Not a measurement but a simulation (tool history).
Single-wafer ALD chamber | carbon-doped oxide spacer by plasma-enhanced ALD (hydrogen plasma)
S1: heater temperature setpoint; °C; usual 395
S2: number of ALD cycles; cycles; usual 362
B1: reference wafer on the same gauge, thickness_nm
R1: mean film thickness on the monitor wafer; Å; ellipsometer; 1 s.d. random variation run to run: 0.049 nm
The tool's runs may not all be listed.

Run 1, hour 0.0: usual settings; B1 20.003. Result: R1 195.62 Å.
Run 2, hour 9.3: usual settings; B1 20.000. Result: R1 195.79 Å.
Run 3, hour 31.1: usual settings; B1 19.996. Result: R1 196.26 Å.
Run 4, hour 48.3: usual settings but S2 404 cycles; B1 20.002. Result: R1 219.32 Å.
Run 5, hour 56.8: usual settings but S2 404 cycles; B1 19.997. Result: R1 219.27 Å.
Run 6, hour 64.4: usual settings but S2 318 cycles; B1 19.998. Result: R1 172.37 Å.
Run 7, hour 79.6: usual settings but S2 318 cycles; B1 19.999. Result: R1 171.77 Å.
Run 8, hour 94.1: usual settings; B1 19.999. Result: R1 197.29 Å.
Run 9, hour 107.6: usual settings but S2 380 cycles; B1 20.003. Result: R1 206.17 Å.
Run 10, hour 115.0: usual settings but S2 380 cycles; B1 19.997. Result: R1 206.29 Å.
At hour 125.6: thermocouple changed; heater temperature recalibrated.
Run 11, hour 130.2: usual settings; B1 20.003. Result: R1 195.60 Å.
Run 12, hour 140.7: usual settings; B1 20.003. Result: R1 196.79 Å.
Run 13, hour 169.1: usual settings but S2 381 cycles; B1 20.002. Result: R1 207.61 Å.
Run 14, hour 175.9: usual settings but S1 408 °C, S2 322 cycles; B1 20.001. Result: R1 171.62 Å.
Run 15, hour 183.8: usual settings but S1 390 °C, S2 412 cycles; B1 19.994. Result: R1 223.89 Å.
Run 16, hour 192.8: usual settings but S1 388 °C, S2 294 cycles; B1 19.995. Result: R1 159.12 Å.
Run 17, hour 206.5: usual settings but S1 401 °C, S2 394 cycles; B1 20.003. Result: R1 212.98 Å.
Run 18, hour 218.9: usual settings; B1 20.002. Result: R1 196.42 Å.

For run 19, what comes out?
At hour 220.3: gauge calibrated.
Run 19, hour 231.2: usual settings but S1 391 °C, S2 397 cycles; B1 ?. Result: R1 ?.

Logged for run 19: B1 19.994, R1 214.99 Å.
With no hidden state in the tool, this same run would have given R1 214.99 Å.

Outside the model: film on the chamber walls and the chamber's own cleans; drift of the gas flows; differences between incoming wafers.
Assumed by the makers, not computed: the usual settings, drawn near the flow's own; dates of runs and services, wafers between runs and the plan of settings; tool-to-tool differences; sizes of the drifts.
